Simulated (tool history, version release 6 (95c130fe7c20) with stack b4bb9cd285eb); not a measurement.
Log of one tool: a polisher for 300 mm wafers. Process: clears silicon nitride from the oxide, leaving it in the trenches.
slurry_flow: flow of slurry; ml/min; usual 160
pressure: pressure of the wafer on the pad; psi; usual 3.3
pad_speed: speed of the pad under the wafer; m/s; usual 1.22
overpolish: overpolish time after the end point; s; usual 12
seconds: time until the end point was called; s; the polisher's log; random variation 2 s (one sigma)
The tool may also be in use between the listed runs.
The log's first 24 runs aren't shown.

run	hour	slurry_flow	pressure	pad_speed	overpolish	incoming thickness of the incoming film, nm	seconds
25	577.7	185	2.8	1.60	12	182.0	154.1
26	602.4	160	3.3	1.22	12	179.8	167.2
27	626.3	160	3.3	1.22	6	179.2	164.5
28	652.4	125	3.8	1.22	15	181.2	152.9
29	679.7	185	2.2	1.22	12	181.0	238.4
# hour 685.9: worn pad replaced by a new one
30	700.8	160	2.7	1.22	12	176.5	191.0
31	735.9	160	3.3	1.22	12	182.4	164.3
32	751.5	125	3.7	1.06	9	180.0	168.5
33	772.3	120	3.3	1.22	12	180.7	176.7
34	788.0	160	3.7	1.22	12	180.7	141.0
35	818.6	160	3.3	1.22	12	178.0	159.4
36	841.2	160	3.7	0.96	12	178.4	171.8
# hour 866.6: head pressure recalibrated
37	876.1	105	3.3	0.80	12	181.6	242.8

4 ways to go on from here, each from the tool as it stands after run 37. What would each give?
A	876.6	160	3.3	1.40	12	182.9	?
B	876.6	160	2.7	1.46	7	182.9	?
C	876.6	180	3.9	0.86	6	182.9	?
D	876.6	135	2.8	1.22	12	182.9	?

run	seconds
A	152.9
B	180.9
C	179.9
D	206.6
Without the tool's hidden state the same runs would have given:
run	seconds
A	154.3
B	182.6
C	181.6
D	208.5

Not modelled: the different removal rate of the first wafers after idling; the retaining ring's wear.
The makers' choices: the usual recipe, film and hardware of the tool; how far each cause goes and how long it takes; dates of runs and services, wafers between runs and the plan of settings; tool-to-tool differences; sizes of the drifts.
